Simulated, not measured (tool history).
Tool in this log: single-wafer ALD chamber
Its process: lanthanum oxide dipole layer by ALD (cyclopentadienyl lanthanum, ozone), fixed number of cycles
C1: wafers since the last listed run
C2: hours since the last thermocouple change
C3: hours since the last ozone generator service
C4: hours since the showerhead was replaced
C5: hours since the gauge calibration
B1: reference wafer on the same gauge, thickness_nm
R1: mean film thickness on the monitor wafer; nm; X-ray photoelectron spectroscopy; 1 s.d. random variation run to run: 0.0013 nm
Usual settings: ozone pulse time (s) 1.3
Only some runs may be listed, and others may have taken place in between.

run 1 hour=0 | ozone_pulse_time_(s)=1.3 | C1=0 C2=1437.2 C3=965.4 C4=3274.3 C5=763.9 | B1=0.57 | R1=0.501
run 2 hour=24 | ozone_pulse_time_(s)=1.52 | C1=618 C2=1461.2 C3=989.4 C4=3298.3 C5=787.9 | B1=0.57 | R1=0.513
run 3 hour=53.3 | ozone_pulse_time_(s)=1.52 | C1=755 C2=1490.5 C3=1018.7 C4=3327.6 C5=817.2 | B1=0.57 | R1=0.511
run 4 hour=83.1 | ozone_pulse_time_(s)=1.52 | C1=768 C2=1520.3 C3=1048.5 C4=3357.4 C5=847 | B1=0.57 | R1=0.514
run 5 hour=100.5 | ozone_pulse_time_(s)=1.17 | C1=448 C2=1537.7 C3=1065.9 C4=3374.8 C5=864.4 | B1=0.57 | R1=0.492
run 6 hour=124.8 | ozone_pulse_time_(s)=1.17 | C1=626 C2=1562 C3=1090.2 C4=3399.1 C5=888.7 | B1=0.57 | R1=0.491
-- hour=152.8 showerhead replaced
run 7 hour=154.9 | ozone_pulse_time_(s)=1.17 | C1=569 C2=1592.1 C3=1120.3 C4=2.1 C5=918.8 | B1=0.57 | R1=0.489
run 8 hour=183.1 | ozone_pulse_time_(s)=1.54 | C1=726 C2=1620.3 C3=1148.5 C4=30.3 C5=947 | B1=0.57 | R1=0.51
run 9 hour=211.5 | ozone_pulse_time_(s)=1.54 | C1=732 C2=1648.7 C3=1176.9 C4=58.7 C5=975.4 | B1=0.57 | R1=0.513
run 10 hour=235.5 | ozone_pulse_time_(s)=1.54 | C1=618 C2=1672.7 C3=1200.9 C4=82.7 C5=999.4 | B1=0.57 | R1=0.509
run 11 hour=299 | ozone_pulse_time_(s)=1.58 | C1=1636 C2=1736.2 C3=1264.4 C4=146.2 C5=1062.9 | B1=0.57 | R1=0.515
run 12 hour=313.3 | ozone_pulse_time_(s)=0.83 | C1=368 C2=1750.5 C3=1278.7 C4=160.5 C5=1077.2 | B1=0.57 | R1=0.457
run 13 hour=336.4 | ozone_pulse_time_(s)=1.3 | C1=595 C2=1773.6 C3=1301.8 C4=183.6 C5=1100.3 | B1=0.57 | R1=0.496
run 14 hour=370.5 | ozone_pulse_time_(s)=1.65 | C1=878 C2=1807.7 C3=1335.9 C4=217.7 C5=1134.4 | B1=0.57 | R1=0.516
run 15 hour=383.9 | ozone_pulse_time_(s)=1.3 | C1=345 C2=1821.1 C3=1349.3 C4=231.1 C5=1147.8 | B1=0.57 | R1=0.499
run 16 hour=403.1 | ozone_pulse_time_(s)=1.64 | C1=494 C2=1840.3 C3=1368.5 C4=250.3 C5=1167 | B1=0.57 | R1=0.516
run 17 hour=415.7 | ozone_pulse_time_(s)=1.01 | C1=324 C2=1852.9 C3=1381.1 C4=262.9 C5=1179.6 | B1=0.57 | R1=0.469
run 18 hour=430.2 | ozone_pulse_time_(s)=1.71 | C1=373 C2=1867.4 C3=1395.6 C4=277.4 C5=1194.1 | B1=0.57 | R1=0.515
run 19 hour=460.4 | ozone_pulse_time_(s)=1.78 | C1=778 C2=1897.6 C3=1425.8 C4=307.6 C5=1224.3 | B1=0.57 | R1=0.521
run 20 hour=494.3 | ozone_pulse_time_(s)=0.9 | C1=873 C2=1931.5 C3=1459.7 C4=341.5 C5=1258.2 | B1=0.57 | R1=0.46
-- hour=505.9 gauge calibrated
-- hour=549.6 ozone generator serviced
run 21 hour=583.6 | ozone_pulse_time_(s)=1.3 | C1=2095 C2=2020.8 C3=34 C4=430.8 C5=77.7 | B1=0.57 | R1=0.508
run 22 hour=601.1 | ozone_pulse_time_(s)=1.58 | C1=451 C2=2038.3 C3=51.5 C4=448.3 C5=95.2 | B1=0.57 | R1=0.521
run 23 hour=627.1 | ozone_pulse_time_(s)=1.69 | C1=670 C2=2064.3 C3=77.5 C4=474.3 C5=121.2 | B1=0.57 | R1=0.523
run 24 hour=652 | ozone_pulse_time_(s)=1.7 | C1=641 C2=2089.2 C3=102.4 C4=499.2 C5=146.1 | B1=0.57 | R1=0.523
-- hour=689.9 thermocouple changed; heater temperature recalibrated
run 25 hour=694.9 | ozone_pulse_time_(s)=1.48 | C1=899 C2=5 C3=145.3 C4=542.1 C5=189 | B1=0.57 | R1=0.516
run 26 hour=726.8 | ozone_pulse_time_(s)=1.3 | C1=822 C2=36.9 C3=177.2 C4=574 C5=220.9 | B1=0.57 | R1=0.505
run 27 hour=755.7 | ozone_pulse_time_(s)=1.3 | C1=744 C2=65.8 C3=206.1 C4=602.9 C5=249.8 | B1=0.57 | R1=0.504
run 28 hour=769.4 | ozone_pulse_time_(s)=1.76 | C1=353 C2=79.5 C3=219.8 C4=616.6 C5=263.5 | B1=0.57 | R1=0.526
run 29 hour=801.1 | ozone_pulse_time_(s)=1.47 | C1=817 C2=111.2 C3=251.5 C4=648.3 C5=295.2 | B1=0.57 | R1=0.515
run 30 hour=893.5 | ozone_pulse_time_(s)=1.3 | C1=2381 C2=203.6 C3=343.9 C4=740.7 C5=387.6 | B1=0.57 | R1=0.505
run 31 hour=923.7 | ozone_pulse_time_(s)=1 | C1=778 C2=233.8 C3=374.1 C4=770.9 C5=417.8 | B1=0.57 | R1=0.485
run 32 hour=944.1 | ozone_pulse_time_(s)=1.3 | C1=525 C2=254.2 C3=394.5 C4=791.3 C5=438.2 | B1=0.57 | R1=0.504
run 33 hour=960 | ozone_pulse_time_(s)=1.81 | C1=409 C2=270.1 C3=410.4 C4=807.2 C5=454.1 | B1=0.57 | R1=0.527

What was the tool's hidden state at every run in the log?
wafer temperature above the value expected at the setpoint (K): 0 in every run
gauge reads high (%): 0 in every run
H1: ozone dose above that of a generator just serviced (%)
run=1 H1=-6.51
run=2 H1=-6.84
run=3 H1=-7.24
run=4 H1=-7.66
run=5 H1=-7.92
run=6 H1=-8.28
run=7 H1=-8.73
run=8 H1=-9.17
run=9 H1=-9.63
run=10 H1=-10
run=11 H1=-11.1
run=12 H1=-11.3
run=13 H1=-11.8
run=14 H1=-12.4
run=15 H1=-12.6
run=16 H1=-13
run=17 H1=-13.2
run=18 H1=-13.5
run=19 H1=-14.1
run=20 H1=-14.7
run=21 H1=-0.839
run=22 H1=-0.849
run=23 H1=-0.872
run=24 H1=-0.903
run=25 H1=-0.976
run=26 H1=-1.05
run=27 H1=-1.12
run=28 H1=-1.16
run=29 H1=-1.27
run=30 H1=-1.64
run=31 H1=-1.79
run=32 H1=-1.9
run=33 H1=-1.99
